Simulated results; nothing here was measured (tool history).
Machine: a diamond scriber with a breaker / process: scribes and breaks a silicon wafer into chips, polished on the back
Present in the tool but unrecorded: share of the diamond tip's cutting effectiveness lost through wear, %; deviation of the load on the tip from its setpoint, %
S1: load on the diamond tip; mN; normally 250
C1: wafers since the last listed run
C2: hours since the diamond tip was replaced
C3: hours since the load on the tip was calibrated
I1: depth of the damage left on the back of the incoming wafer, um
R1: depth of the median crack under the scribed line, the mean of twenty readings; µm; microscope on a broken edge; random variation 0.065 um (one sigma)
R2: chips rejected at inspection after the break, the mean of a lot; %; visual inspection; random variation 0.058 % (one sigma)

run   hour   S1   C1     C2      C3    I1     R1     R2
  1    0.0  275    0  331.7  1132.3  0.03   8.03   6.44
  2   39.8  275  139  371.5  1172.1  0.01   7.84   7.45
  3   50.2  300   36  381.9  1182.5  0.02   8.70   3.49
  4   59.2  300   31  390.9  1191.5  0.05   8.70   3.95
  5   70.1  300   38  401.8  1202.4  0.03   8.61   3.65
  6   86.2  214   56  417.9  1218.5  0.02   6.04  25.63
  7   92.7  214   22  424.4  1225.0  0.02   6.07  25.69
  8  104.8  250   42  436.5  1237.1  0.03   7.18  14.18
  9  113.3  190   29  445.0  1245.6  0.02   5.22  40.37
 10  125.6  190   43  457.3  1257.9  0.04   5.28  40.42
 11  135.6  250   35  467.3  1267.9  0.02   7.15  13.03
 12  142.1  283   22  473.8  1274.4  0.03   8.07   6.72
 13  149.9  303   27  481.6  1282.2  0.02   8.70   3.68
     161.0  -- diamond tip replaced by a new one
 14  165.8  325   48    4.8  1298.1  0.03  10.79   2.57
 15  179.5  219   48   18.5  1311.8  0.02   7.24  13.04
     182.3  -- load on the tip recalibrated
 16  197.1  225   54   36.1    14.8  0.02   8.35   4.34
 17  204.4  250   25   43.4    22.1  0.02   9.41   1.76
 18  213.1  318   30   52.1    30.8  0.02  11.71   5.06
 19  225.7  305   44   64.7    43.4  0.05  11.06   3.24
 20  239.7  179   49   78.7    57.4  0.02   6.11  25.36

Results per run with the tool's hidden condition removed, run-to-run variation unchanged:
run     R1     R2
  1  10.94   2.41
  2  10.75   2.66
  3  11.94   5.08
  4  11.96   5.69
  5  11.85   5.18
  6   8.33   4.65
  7   8.37   4.65
  8   9.92   1.49
  9   7.22  12.72
 10   7.31  12.69
 11   9.91   1.35
 12  11.19   3.50
 13  12.07   5.70
 14  12.72   9.67
 15   8.64   3.87
 16   8.76   2.82
 17   9.95   1.38
 18  12.51   8.24
 19  11.96   6.26
 20   6.70  17.91

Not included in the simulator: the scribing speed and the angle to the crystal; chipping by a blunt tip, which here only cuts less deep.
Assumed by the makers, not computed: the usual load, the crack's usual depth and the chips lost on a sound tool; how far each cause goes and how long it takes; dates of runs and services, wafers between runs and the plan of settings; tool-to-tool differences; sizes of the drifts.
